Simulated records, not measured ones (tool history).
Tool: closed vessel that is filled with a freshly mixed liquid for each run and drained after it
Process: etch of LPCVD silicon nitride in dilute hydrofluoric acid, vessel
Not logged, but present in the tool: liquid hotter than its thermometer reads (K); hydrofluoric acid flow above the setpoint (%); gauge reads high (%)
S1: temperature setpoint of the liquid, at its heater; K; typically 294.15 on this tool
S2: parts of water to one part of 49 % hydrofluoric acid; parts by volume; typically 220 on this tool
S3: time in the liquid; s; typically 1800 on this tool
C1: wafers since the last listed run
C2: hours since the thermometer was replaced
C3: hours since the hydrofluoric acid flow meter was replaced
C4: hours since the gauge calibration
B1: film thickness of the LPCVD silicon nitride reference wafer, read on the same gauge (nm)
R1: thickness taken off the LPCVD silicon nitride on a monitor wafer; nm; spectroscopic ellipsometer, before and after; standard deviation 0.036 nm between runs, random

run 1 hour=0.0 | S1=294.15 S2=220 S3=1800 | C1=0 C2=1253.7 C3=1573.3 C4=570.5 | B1=60.009 | R1=3.779
run 2 hour=84.3 | S1=294.15 S2=220 S3=1800 | C1=2939 C2=1338.0 C3=1657.6 C4=654.8 | B1=59.987 | R1=3.793
run 3 hour=131.5 | S1=294.15 S2=220 S3=1800 | C1=1645 C2=1385.2 C3=1704.8 C4=702.0 | B1=59.996 | R1=3.819
run 4 hour=194.1 | S1=294.15 S2=220 S3=1515 | C1=2182 C2=1447.8 C3=1767.4 C4=764.6 | B1=59.952 | R1=3.218
run 5 hour=249.3 | S1=294.15 S2=220 S3=1800 | C1=1924 C2=1503.0 C3=1822.6 C4=819.8 | B1=59.999 | R1=3.738
run 6 hour=314.4 | S1=294.15 S2=220 S3=1800 | C1=2269 C2=1568.1 C3=1887.7 C4=884.9 | B1=60.001 | R1=3.865
run 7 hour=355.6 | S1=294.15 S2=220 S3=1800 | C1=1436 C2=1609.3 C3=1928.9 C4=926.1 | B1=60.023 | R1=3.860
-- hour=439.8 hydrofluoric acid flow meter replaced
run 8 hour=440.9 | S1=294.15 S2=220 S3=1800 | C1=2939 C2=1694.6 C3=1.1 C4=1011.4 | B1=59.993 | R1=3.385
-- hour=455.9 gauge calibrated
run 9 hour=491.7 | S1=290.15 S2=220 S3=900 | C1=1771 C2=1745.4 C3=51.9 C4=35.8 | B1=60.029 | R1=1.334
run 10 hour=573.0 | S1=290.15 S2=115 S3=2650 | C1=2834 C2=1826.7 C3=133.2 C4=117.1 | B1=59.976 | R1=7.258
run 11 hour=645.3 | S1=294.15 S2=220 S3=1800 | C1=2520 C2=1899.0 C3=205.5 C4=189.4 | B1=60.018 | R1=3.459
run 12 hour=750.0 | S1=294.15 S2=250 S3=1800 | C1=3650 C2=2003.7 C3=310.2 C4=294.1 | B1=59.975 | R1=3.069
run 13 hour=799.1 | S1=296.65 S2=220 S3=1120 | C1=1711 C2=2052.8 C3=359.3 C4=343.2 | B1=59.982 | R1=2.546
run 14 hour=886.7 | S1=294.15 S2=220 S3=945 | C1=3054 C2=2140.4 C3=446.9 C4=430.8 | B1=59.993 | R1=1.815
-- hour=923.1 thermometer replaced
run 15 hour=981.0 | S1=294.15 S2=220 S3=1800 | C1=3252 C2=57.9 C3=541.2 C4=525.1 | B1=59.997 | R1=3.554
run 16 hour=1088.7 | S1=290.15 S2=125 S3=1245 | C1=3754 C2=165.6 C3=648.9 C4=632.8 | B1=59.991 | R1=3.246
run 17 hour=1221.0 | S1=294.15 S2=220 S3=1800 | C1=4612 C2=297.9 C3=781.2 C4=765.1 | B1=60.015 | R1=3.592

Consider 4 possible next runs. They are alternatives, not a sequence: every one starts from the tool as it was left by run 17. What does each give?
run A hour=1222.2 | S1=292.65 S2=220 S3=1800 | C1=41 C2=299.1 C3=782.4 C4=766.3 | B1=? | R1=?
run B hour=1222.2 | S1=294.15 S2=160 S3=1800 | C1=41 C2=299.1 C3=782.4 C4=766.3 | B1=? | R1=?
run C hour=1222.2 | S1=290.15 S2=220 S3=1420 | C1=41 C2=299.1 C3=782.4 C4=766.3 | B1=? | R1=?
run D hour=1222.2 | S1=294.15 S2=310 S3=1800 | C1=41 C2=299.1 C3=782.4 C4=766.3 | B1=? | R1=?

run=A B1=59.986 R1=3.224
run=B B1=59.986 R1=4.853
run=C B1=59.986 R1=2.154
run=D B1=59.986 R1=2.546
With the hidden condition removed and each run's random variation left untouched, the same runs would have given:
run=A R1=3.057
run=B R1=4.599
run=C R1=2.043
run=D R1=2.413

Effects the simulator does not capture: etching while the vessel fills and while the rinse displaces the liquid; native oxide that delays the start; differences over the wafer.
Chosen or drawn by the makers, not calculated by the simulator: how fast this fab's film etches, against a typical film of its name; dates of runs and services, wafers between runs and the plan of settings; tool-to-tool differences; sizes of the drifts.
